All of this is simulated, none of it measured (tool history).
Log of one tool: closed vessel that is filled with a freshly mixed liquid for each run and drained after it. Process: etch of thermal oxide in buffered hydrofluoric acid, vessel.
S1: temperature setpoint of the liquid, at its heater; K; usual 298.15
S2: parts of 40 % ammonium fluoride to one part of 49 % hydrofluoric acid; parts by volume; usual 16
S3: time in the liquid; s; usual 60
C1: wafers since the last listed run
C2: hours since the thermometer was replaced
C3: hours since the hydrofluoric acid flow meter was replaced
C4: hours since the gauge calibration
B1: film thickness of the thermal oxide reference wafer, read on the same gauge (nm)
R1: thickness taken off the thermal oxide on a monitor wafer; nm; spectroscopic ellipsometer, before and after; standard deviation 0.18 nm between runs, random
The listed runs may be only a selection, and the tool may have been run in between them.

{"run": 1, "day": 0.0, "S1": 298.15, "S2": 16, "S3": 60, "C1": 0, "C2": 1473.4, "C3": 1274.3, "C4": 51.3, "B1": 109.99, "R1": 50.44}
{"run": 2, "day": 0.292, "S1": 298.15, "S2": 16, "S3": 60, "C1": 714, "C2": 1480.4, "C3": 1281.3, "C4": 58.3, "B1": 109.96, "R1": 50.29}
{"run": 3, "day": 0.842, "S1": 298.15, "S2": 16, "S3": 60, "C1": 1348, "C2": 1493.6, "C3": 1294.5, "C4": 71.5, "B1": 109.99, "R1": 50.71}
{"run": 4, "day": 1.275, "S1": 298.15, "S2": 16, "S3": 60, "C1": 1062, "C2": 1504, "C3": 1304.9, "C4": 81.9, "B1": 110.01, "R1": 50.41}
{"run": 5, "day": 1.812, "S1": 298.15, "S2": 16, "S3": 60, "C1": 1317, "C2": 1516.9, "C3": 1317.8, "C4": 94.8, "B1": 109.99, "R1": 50.08}
{"run": 6, "day": 2.075, "S1": 298.15, "S2": 16, "S3": 60, "C1": 643, "C2": 1523.2, "C3": 1324.1, "C4": 101.1, "B1": 110, "R1": 50.15}
{"run": 7, "day": 2.492, "S1": 298.15, "S2": 11.5, "S3": 60, "C1": 1021, "C2": 1533.2, "C3": 1334.1, "C4": 111.1, "B1": 110.01, "R1": 69.61}
{"run": 8, "day": 3.021, "S1": 298.15, "S2": 11.5, "S3": 60, "C1": 1297, "C2": 1545.9, "C3": 1346.8, "C4": 123.8, "B1": 110, "R1": 69.67}
{"run": 9, "day": 3.529, "S1": 298.15, "S2": 16, "S3": 60, "C1": 1246, "C2": 1558.1, "C3": 1359, "C4": 136, "B1": 109.98, "R1": 50.72}
{"run": 10, "day": 4.008, "S1": 298.15, "S2": 16, "S3": 60, "C1": 1174, "C2": 1569.6, "C3": 1370.5, "C4": 147.5, "B1": 110.02, "R1": 50.74}
{"day": 4.208, "done": "hydrofluoric acid flow meter replaced"}
{"run": 11, "day": 4.521, "S1": 298.15, "S2": 16, "S3": 60, "C1": 1154, "C2": 1581.9, "C3": 7.5, "C4": 159.8, "B1": 110.04, "R1": 50.65}
{"run": 12, "day": 5.033, "S1": 298.15, "S2": 12.5, "S3": 70, "C1": 1256, "C2": 1594.2, "C3": 19.8, "C4": 172.1, "B1": 109.99, "R1": 75.17}
{"run": 13, "day": 5.675, "S1": 301.65, "S2": 16, "S3": 30, "C1": 1572, "C2": 1609.6, "C3": 35.2, "C4": 187.5, "B1": 109.99, "R1": 30.38}
{"run": 14, "day": 5.946, "S1": 299.65, "S2": 20.5, "S3": 60, "C1": 663, "C2": 1616.1, "C3": 41.7, "C4": 194, "B1": 110.03, "R1": 43.22}
{"day": 6.117, "done": "gauge calibrated"}
{"run": 15, "day": 6.525, "S1": 298.15, "S2": 12, "S3": 85, "C1": 1419, "C2": 1630, "C3": 55.6, "C4": 9.8, "B1": 110.04, "R1": 95.46}
{"day": 6.588, "done": "thermometer replaced"}
{"run": 16, "day": 7.175, "S1": 299.65, "S2": 20, "S3": 50, "C1": 1491, "C2": 14.1, "C3": 71.2, "C4": 25.4, "B1": 110, "R1": 32.62}
{"run": 17, "day": 7.692, "S1": 294.15, "S2": 22, "S3": 70, "C1": 1266, "C2": 26.5, "C3": 83.6, "C4": 37.8, "B1": 109.97, "R1": 31.67}
{"run": 18, "day": 8.217, "S1": 298.15, "S2": 16, "S3": 60, "C1": 1286, "C2": 39.1, "C3": 96.2, "C4": 50.4, "B1": 109.97, "R1": 45.35}
{"run": 19, "day": 8.746, "S1": 298.15, "S2": 16, "S3": 60, "C1": 1297, "C2": 51.8, "C3": 108.9, "C4": 63.1, "B1": 110.01, "R1": 45.1}
{"run": 20, "day": 9.229, "S1": 298.15, "S2": 12, "S3": 85, "C1": 1184, "C2": 63.4, "C3": 120.5, "C4": 74.7, "B1": 109.99, "R1": 85.46}

For run 21, what comes out?
{"run": 21, "day": 9.671, "S1": 299.65, "S2": 11, "S3": 85, "C1": 1082, "C2": 74, "C3": 131.1, "C4": 85.3, "B1": "?", "R1": "?"}

Logged for run 21: B1 109.98, R1 101.32 nm.
Without the tool's hidden state the same run would have given R1 100.3 nm.
